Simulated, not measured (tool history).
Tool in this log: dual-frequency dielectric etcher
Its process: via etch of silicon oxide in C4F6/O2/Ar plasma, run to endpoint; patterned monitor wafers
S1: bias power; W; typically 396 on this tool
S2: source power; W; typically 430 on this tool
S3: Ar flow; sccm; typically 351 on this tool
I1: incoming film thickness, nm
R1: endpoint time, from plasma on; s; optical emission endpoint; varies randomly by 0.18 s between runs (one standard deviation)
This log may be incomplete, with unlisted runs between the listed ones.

Run 1, hour 0.0: usual settings but S2 510 W, S3 419 sccm; I1 151.5. Result: R1 35.2 s.
Run 2, hour 35.6: usual settings but S1 330 W; I1 153.4. Result: R1 40.1 s.
Run 3, hour 64.8: usual settings but S1 330 W; I1 151.4. Result: R1 39.3 s.
Run 4, hour 96.7: usual settings but S1 330 W; I1 153.2. Result: R1 40.2 s.
Run 5, hour 114.0: usual settings; I1 151.5. Result: R1 36.8 s.
Run 6, hour 140.5: usual settings; I1 153.4. Result: R1 37.2 s.
At hour 161.6: Ar flow controller replaced.
At hour 197.1: wet clean of the chamber.
Run 7, hour 197.6: usual settings; I1 152.1. Result: R1 35.0 s.
Run 8, hour 197.9: usual settings but S1 362 W, S2 390 W, S3 306 sccm; I1 151.4. Result: R1 36.8 s.
At hour 228.0: source power generator calibrated.
Run 9, hour 228.5: usual settings but S1 480 W, S2 390 W, S3 423 sccm; I1 152.3. Result: R1 33.8 s.
At hour 266.1: upper electrode replaced.
At hour 296.7: bias power generator calibrated.
Run 10, hour 306.5: usual settings but S2 370 W; I1 152.7. Result: R1 37.2 s.
Run 11, hour 335.7: usual settings; I1 151.4. Result: R1 35.4 s.
Run 12, hour 362.4: usual settings; I1 153.5. Result: R1 35.9 s.
Run 13, hour 390.8: usual settings; I1 152.3. Result: R1 35.6 s.
Run 14, hour 414.5: usual settings but S1 314 W, S2 490 W; I1 152.5. Result: R1 37.9 s.
Run 15, hour 427.7: usual settings but S2 320 W; I1 152.5. Result: R1 38.8 s.

Each row is a separate what-if for the run after 15, all from the same tool condition, not one after another. Results?
Run A, hour 428.1: usual settings; I1 153.6. Result: R1 ?.
Run B, hour 428.1: usual settings but S2 350 W, S3 401 sccm; I1 153.6. Result: R1 ?.
Run C, hour 428.1: usual settings but S1 426 W, S2 530 W, S3 436 sccm; I1 153.6. Result: R1 ?.
Run D, hour 428.1: usual settings but S2 370 W, S3 399 sccm; I1 153.6. Result: R1 ?.
Run E, hour 428.1: usual settings but S2 330 W, S3 378 sccm; I1 153.6. Result: R1 ?.

run    R1
  A  36.2
  B  38.9
  C  34.0
  D  38.3
  E  39.2
Without the tool's unlogged condition, the same runs would have read:
run    R1
  A  35.8
  B  38.4
  C  33.5
  D  37.8
  E  38.7

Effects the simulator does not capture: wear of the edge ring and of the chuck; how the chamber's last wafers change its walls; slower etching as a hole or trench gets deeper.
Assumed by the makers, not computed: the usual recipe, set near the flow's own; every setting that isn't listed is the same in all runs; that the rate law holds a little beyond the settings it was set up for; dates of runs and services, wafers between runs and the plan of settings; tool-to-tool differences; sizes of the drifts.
